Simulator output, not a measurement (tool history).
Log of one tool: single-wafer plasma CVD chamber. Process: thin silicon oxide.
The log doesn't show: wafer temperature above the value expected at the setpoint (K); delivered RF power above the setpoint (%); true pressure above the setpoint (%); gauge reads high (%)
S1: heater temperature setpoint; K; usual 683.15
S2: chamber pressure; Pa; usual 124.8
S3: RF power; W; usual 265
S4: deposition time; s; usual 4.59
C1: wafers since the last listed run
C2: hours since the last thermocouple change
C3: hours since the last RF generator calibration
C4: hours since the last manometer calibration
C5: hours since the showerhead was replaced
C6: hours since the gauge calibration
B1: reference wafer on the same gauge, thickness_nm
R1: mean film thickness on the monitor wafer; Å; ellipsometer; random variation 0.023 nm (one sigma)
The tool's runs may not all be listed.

{"run": 1, "day": 0.0, "S1": 683.15, "S2": 136.3, "S3": 285, "S4": 4.59, "C1": 0, "C2": 1271.8, "C3": 1018.1, "C4": 1499.7, "C5": 2949.9, "C6": 145.2, "B1": 9.061, "R1": 91.96}
{"run": 2, "day": 1.321, "S1": 683.15, "S2": 136.3, "S3": 285, "S4": 4.59, "C1": 1156, "C2": 1303.5, "C3": 1049.8, "C4": 1531.4, "C5": 2981.6, "C6": 176.9, "B1": 9.061, "R1": 92.4}
{"run": 3, "day": 3.021, "S1": 683.15, "S2": 136.3, "S3": 285, "S4": 4.59, "C1": 1488, "C2": 1344.3, "C3": 1090.6, "C4": 1572.2, "C5": 3022.4, "C6": 217.7, "B1": 9.067, "R1": 91.4}
{"run": 4, "day": 4.079, "S1": 683.15, "S2": 149.3, "S3": 265, "S4": 4.59, "C1": 926, "C2": 1369.7, "C3": 1116.0, "C4": 1597.6, "C5": 3047.8, "C6": 243.1, "B1": 9.052, "R1": 96.82}
{"run": 5, "day": 5.217, "S1": 683.15, "S2": 124.8, "S3": 245, "S4": 4.59, "C1": 996, "C2": 1397.0, "C3": 1143.3, "C4": 1624.9, "C5": 3075.1, "C6": 270.4, "B1": 9.065, "R1": 80.46}
{"run": 6, "day": 7.792, "S1": 683.15, "S2": 124.8, "S3": 245, "S4": 4.59, "C1": 2255, "C2": 1458.8, "C3": 1205.1, "C4": 1686.7, "C5": 3136.9, "C6": 332.2, "B1": 9.059, "R1": 80.01}
{"day": 9.467, "done": "RF generator calibrated"}
{"run": 7, "day": 9.833, "S1": 683.15, "S2": 124.8, "S3": 265, "S4": 4.59, "C1": 1496, "C2": 1507.8, "C3": 8.8, "C4": 1735.7, "C5": 3185.9, "C6": 381.2, "B1": 9.059, "R1": 84.25}
{"run": 8, "day": 12.117, "S1": 670.15, "S2": 108.4, "S3": 265, "S4": 4.59, "C1": 1999, "C2": 1562.6, "C3": 63.6, "C4": 1790.5, "C5": 3240.7, "C6": 436.0, "B1": 9.062, "R1": 72.54}
{"day": 12.717, "done": "capacitance manometer re-zeroed and calibrated"}
{"day": 13.888, "done": "thermocouple changed; heater temperature recalibrated"}
{"day": 15.612, "done": "showerhead replaced"}
{"day": 16.733, "done": "gauge calibrated"}
{"run": 9, "day": 17.475, "S1": 691.15, "S2": 124.8, "S3": 265, "S4": 4.59, "C1": 3816, "C2": 86.1, "C3": 192.2, "C4": 114.2, "C5": 44.7, "C6": 17.8, "B1": 9.066, "R1": 90.06}
{"run": 10, "day": 19.879, "S1": 693.15, "S2": 109.9, "S3": 265, "S4": 4.9, "C1": 2105, "C2": 143.8, "C3": 249.9, "C4": 171.9, "C5": 102.4, "C6": 75.5, "B1": 9.066, "R1": 84.19}
{"run": 11, "day": 22.329, "S1": 683.15, "S2": 124.8, "S3": 285, "S4": 4.59, "C1": 2145, "C2": 202.6, "C3": 308.7, "C4": 230.7, "C5": 161.2, "C6": 134.3, "B1": 9.06, "R1": 90.8}
{"run": 12, "day": 24.354, "S1": 673.15, "S2": 145.3, "S3": 215, "S4": 4.94, "C1": 1773, "C2": 251.2, "C3": 357.3, "C4": 279.3, "C5": 209.8, "C6": 182.9, "B1": 9.06, "R1": 101.4}
{"run": 13, "day": 25.638, "S1": 683.15, "S2": 124.8, "S3": 265, "S4": 4.59, "C1": 1123, "C2": 282.0, "C3": 388.1, "C4": 310.1, "C5": 240.6, "C6": 213.7, "B1": 9.06, "R1": 88.5}
{"run": 14, "day": 27.833, "S1": 683.15, "S2": 124.8, "S3": 265, "S4": 4.59, "C1": 1922, "C2": 334.7, "C3": 440.8, "C4": 362.8, "C5": 293.3, "C6": 266.4, "B1": 9.058, "R1": 87.38}

5 ways to go on from here, each from the tool as it stands after run 14. What would each give?
{"run": "A", "day": 27.85, "S1": 683.15, "S2": 124.8, "S3": 265, "S4": 4.59, "C1": 14, "C2": 335.1, "C3": 441.2, "C4": 363.2, "C5": 293.7, "C6": 266.8, "B1": "?", "R1": "?"}
{"run": "B", "day": 27.85, "S1": 692.15, "S2": 124.8, "S3": 220, "S4": 5.34, "C1": 14, "C2": 335.1, "C3": 441.2, "C4": 363.2, "C5": 293.7, "C6": 266.8, "B1": "?", "R1": "?"}
{"run": "C", "day": 27.85, "S1": 689.15, "S2": 140.5, "S3": 265, "S4": 4.59, "C1": 14, "C2": 335.1, "C3": 441.2, "C4": 363.2, "C5": 293.7, "C6": 266.8, "B1": "?", "R1": "?"}
{"run": "D", "day": 27.85, "S1": 677.15, "S2": 99.2, "S3": 305, "S4": 5.34, "C1": 14, "C2": 335.1, "C3": 441.2, "C4": 363.2, "C5": 293.7, "C6": 266.8, "B1": "?", "R1": "?"}
{"run": "E", "day": 27.85, "S1": 694.15, "S2": 143.7, "S3": 225, "S4": 4.17, "C1": 14, "C2": 335.1, "C3": 441.2, "C4": 363.2, "C5": 293.7, "C6": 266.8, "B1": "?", "R1": "?"}

run=A B1=9.066 R1=87.56
run=B B1=9.066 R1=95.49
run=C B1=9.066 R1=96.49
run=D B1=9.066 R1=83.26
run=E B1=9.066 R1=84.40
Without the tool's hidden state the same runs would have given:
run=A R1=90.79
run=B R1=99.14
run=C R1=99.72
run=D R1=86.55
run=E R1=87.33

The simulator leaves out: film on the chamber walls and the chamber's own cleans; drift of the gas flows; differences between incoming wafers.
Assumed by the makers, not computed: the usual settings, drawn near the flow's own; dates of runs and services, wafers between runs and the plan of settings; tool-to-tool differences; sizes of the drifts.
